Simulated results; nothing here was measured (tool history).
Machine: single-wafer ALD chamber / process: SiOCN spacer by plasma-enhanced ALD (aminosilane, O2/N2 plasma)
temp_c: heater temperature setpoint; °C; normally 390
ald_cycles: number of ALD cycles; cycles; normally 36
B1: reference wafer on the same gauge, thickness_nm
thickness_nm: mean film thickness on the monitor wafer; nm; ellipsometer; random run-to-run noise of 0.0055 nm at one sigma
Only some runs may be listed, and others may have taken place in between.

run 1 hour=0.0 | temp_c=390 ald_cycles=36 | B1=2.143 | thickness_nm=2.196
run 2 hour=17.5 | temp_c=390 ald_cycles=36 | B1=2.139 | thickness_nm=2.197
run 3 hour=34.7 | temp_c=390 ald_cycles=36 | B1=2.139 | thickness_nm=2.202
run 4 hour=52.5 | temp_c=390 ald_cycles=36 | B1=2.141 | thickness_nm=2.193
run 5 hour=66.6 | temp_c=390 ald_cycles=36 | B1=2.141 | thickness_nm=2.199
run 6 hour=83.2 | temp_c=390 ald_cycles=36 | B1=2.141 | thickness_nm=2.197
run 7 hour=96.9 | temp_c=390 ald_cycles=36 | B1=2.139 | thickness_nm=2.198
-- hour=112.2 thermocouple changed; heater temperature recalibrated
run 8 hour=112.7 | temp_c=376 ald_cycles=38 | B1=2.141 | thickness_nm=2.317
run 9 hour=117.7 | temp_c=402 ald_cycles=39 | B1=2.141 | thickness_nm=2.370
run 10 hour=126.2 | temp_c=383 ald_cycles=42 | B1=2.138 | thickness_nm=2.547
-- hour=135.4 gauge calibrated
run 11 hour=136.4 | temp_c=390 ald_cycles=36 | B1=2.141 | thickness_nm=2.199
run 12 hour=149.3 | temp_c=390 ald_cycles=36 | B1=2.140 | thickness_nm=2.186
run 13 hour=158.3 | temp_c=390 ald_cycles=29 | B1=2.140 | thickness_nm=1.769
run 14 hour=171.2 | temp_c=398 ald_cycles=40 | B1=2.142 | thickness_nm=2.453

Exercise: give the hidden state of the tool at every run:
wafer temperature above the value expected at the setpoint (K): 0 in every run
gauge reads high (%): 0 in every run

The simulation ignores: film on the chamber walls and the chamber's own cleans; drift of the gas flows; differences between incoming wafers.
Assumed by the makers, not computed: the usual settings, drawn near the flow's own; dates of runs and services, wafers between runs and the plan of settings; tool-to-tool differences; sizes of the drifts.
